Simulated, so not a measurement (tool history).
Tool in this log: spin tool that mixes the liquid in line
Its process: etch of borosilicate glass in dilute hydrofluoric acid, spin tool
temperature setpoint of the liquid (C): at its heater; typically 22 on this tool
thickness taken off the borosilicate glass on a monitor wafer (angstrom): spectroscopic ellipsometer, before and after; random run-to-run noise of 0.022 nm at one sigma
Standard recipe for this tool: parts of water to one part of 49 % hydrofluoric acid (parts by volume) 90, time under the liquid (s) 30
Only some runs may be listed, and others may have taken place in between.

| run | day | temperature setpoint of the liquid (C) | parts of water to one part of 49 % hydrofluoric acid (parts by volume) | time under the liquid (s) | wafers since the last listed run | hours since the thermometer was replaced | hours since the hydrofluoric acid flow meter was replaced | hours since the gauge calibration | read-back film thickness of the borosilicate glass reference wafer, read on the same gauge (nm) | thickness taken off the borosilicate glass on a monitor wafer (angstrom) |
|---|---|---|---|---|---|---|---|---|---|---|
| 1 | 0 | 22 | 90 | 30 | 0 | 1226.7 | 240.3 | 506.3 | 140 | 72.1 |
| 2 | 1.529 | 22 | 90 | 30 | 356 | 1263.4 | 277 | 543 | 140.02 | 72.4 |
| 3 | 4.512 | 19 | 90 | 30 | 696 | 1335 | 348.6 | 614.6 | 140 | 64.1 |
| 4 | 7.104 | 22 | 90 | 30 | 604 | 1397.2 | 410.8 | 676.8 | 139.99 | 72.3 |
| 5 | 9.754 | 22 | 90 | 30 | 618 | 1460.8 | 474.4 | 740.4 | 140.01 | 72.4 |
| 6 | 10.817 | 22 | 90 | 30 | 247 | 1486.3 | 499.9 | 765.9 | 140 | 72.3 |
| 7 | 12.912 | 22 | 90 | 30 | 489 | 1536.6 | 550.2 | 816.2 | 140.01 | 72.3 |
| 8 | 15.429 | 22 | 90 | 30 | 587 | 1597 | 610.6 | 876.6 | 139.97 | 72 |
|  | 16.421 | thermometer replaced |
| 9 | 17.512 | 22 | 90 | 30 | 476 | 26.2 | 660.6 | 926.6 | 139.97 | 72.2 |
| 10 | 19.096 | 22 | 90 | 30 | 369 | 64.2 | 698.6 | 964.6 | 140.02 | 72.4 |
|  | 20.854 | gauge calibrated |
| 11 | 24.954 | 22 | 90 | 20 | 1367 | 204.8 | 839.2 | 98.4 | 139.97 | 48.3 |
| 12 | 27.15 | 22 | 120 | 30 | 512 | 257.5 | 891.9 | 151.1 | 140.02 | 52.3 |
| 13 | 29.996 | 26.5 | 100 | 25 | 664 | 325.8 | 960.2 | 219.4 | 139.99 | 63.9 |
| 14 | 31.412 | 24 | 90 | 30 | 330 | 359.8 | 994.2 | 253.4 | 140.02 | 78.3 |
| 15 | 33.992 | 19.5 | 135 | 30 | 601 | 421.7 | 1056.1 | 315.3 | 139.99 | 41.5 |
|  | 35 | hydrofluoric acid flow meter replaced |
| 16 | 36.542 | 22 | 105 | 30 | 585 | 482.9 | 37 | 376.5 | 139.99 | 61.3 |
| 17 | 39.367 | 20.5 | 130 | 50 | 659 | 550.7 | 104.8 | 444.3 | 139.99 | 74.9 |
| 18 | 42.108 | 22 | 90 | 30 | 639 | 616.5 | 170.6 | 510.1 | 139.98 | 72.6 |
| 19 | 45.096 | 22 | 90 | 30 | 697 | 688.2 | 242.3 | 581.8 | 140 | 72.8 |

Here are 5 independent what-if runs from the current tool condition. What would each one return?
| A | 45.112 | 22 | 110 | 30 | 3 | 688.6 | 242.7 | 582.2 | ? | ? |
| B | 45.112 | 25.5 | 90 | 25 | 3 | 688.6 | 242.7 | 582.2 | ? | ? |
| C | 45.112 | 20 | 120 | 50 | 3 | 688.6 | 242.7 | 582.2 | ? | ? |
| D | 45.112 | 27 | 120 | 15 | 3 | 688.6 | 242.7 | 582.2 | ? | ? |
| E | 45.112 | 18.5 | 130 | 35 | 3 | 688.6 | 242.7 | 582.2 | ? | ? |

| run | read-back film thickness of the borosilicate glass reference wafer, read on the same gauge (nm) | thickness taken off the borosilicate glass on a monitor wafer (angstrom) |
|---|---|---|
| A | 139.99 | 57.9 |
| B | 139.99 | 69.4 |
| C | 139.99 | 80.7 |
| D | 139.99 | 31.8 |
| E | 139.99 | 48.5 |
Without the tool's hidden state the same runs would have given:
| run | thickness taken off the borosilicate glass on a monitor wafer (angstrom) |
|---|---|
| A | 57.9 |
| B | 69.4 |
| C | 80.7 |
| D | 31.8 |
| E | 48.5 |
